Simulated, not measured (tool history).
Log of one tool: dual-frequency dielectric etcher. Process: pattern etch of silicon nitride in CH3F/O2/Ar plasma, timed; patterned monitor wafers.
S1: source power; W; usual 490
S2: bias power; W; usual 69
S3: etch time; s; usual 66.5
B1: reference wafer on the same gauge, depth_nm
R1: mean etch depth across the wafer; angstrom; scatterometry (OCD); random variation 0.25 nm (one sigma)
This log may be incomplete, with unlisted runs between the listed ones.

run,hour,S1,S2,S3,B1,R1
1,0,490,69,66.5,44.1,530.5
2,68.1,490,69,66.5,44.09,537.7
3,112.4,490,69,66.5,44.16,536.4
4,143.8,490,82,77,43.99,639.8
5,213.2,490,82,77,44,644
6,275,490,82,77,44.09,648.9
7,334.9,490,69,66.5,44.14,540.2
8,429.7,610,54,66.5,44.07,542.1
9,494,490,81,66.5,44.09,538.1
10,530.9,550,60,81,44.06,644.5
11,579.1,560,69,66.5,44.06,542.9
12,632.6,490,69,66.5,44.16,527.5
13,686.1,440,64,60.5,44.13,465.6
14,736.4,490,69,66.5,44.07,529.2

Not shown: 5 entries that the log had between the listed runs. Between which runs, and how does the tool's hidden state differ before and after?
Between runs 5 and 6: source power generator calibrated (hour 234.3)
  etch rate over this chamber's usual, %: 2.45 -> 2.97
  measured result minus the result with no hidden state, R1: +15.4 -> +18.7 angstrom
Between runs 7 and 8: gauge calibrated (hour 384); upper electrode replaced (hour 412)
  etch rate over this chamber's usual, %: 3.47 -> 4.27
  measured result minus the result with no hidden state, R1: +18.2 -> +22.2 angstrom
Between runs 8 and 9: wet clean of the chamber (hour 484.2)
  etch rate over this chamber's usual, %: 4.27 -> -0.488
  measured result minus the result with no hidden state, R1: +22.2 -> -2.6 angstrom
Between runs 9 and 10: bias power generator calibrated (hour 516.5)
  etch rate over this chamber's usual, %: -0.488 -> -0.178
  measured result minus the result with no hidden state, R1: -2.6 -> -1.2 angstrom

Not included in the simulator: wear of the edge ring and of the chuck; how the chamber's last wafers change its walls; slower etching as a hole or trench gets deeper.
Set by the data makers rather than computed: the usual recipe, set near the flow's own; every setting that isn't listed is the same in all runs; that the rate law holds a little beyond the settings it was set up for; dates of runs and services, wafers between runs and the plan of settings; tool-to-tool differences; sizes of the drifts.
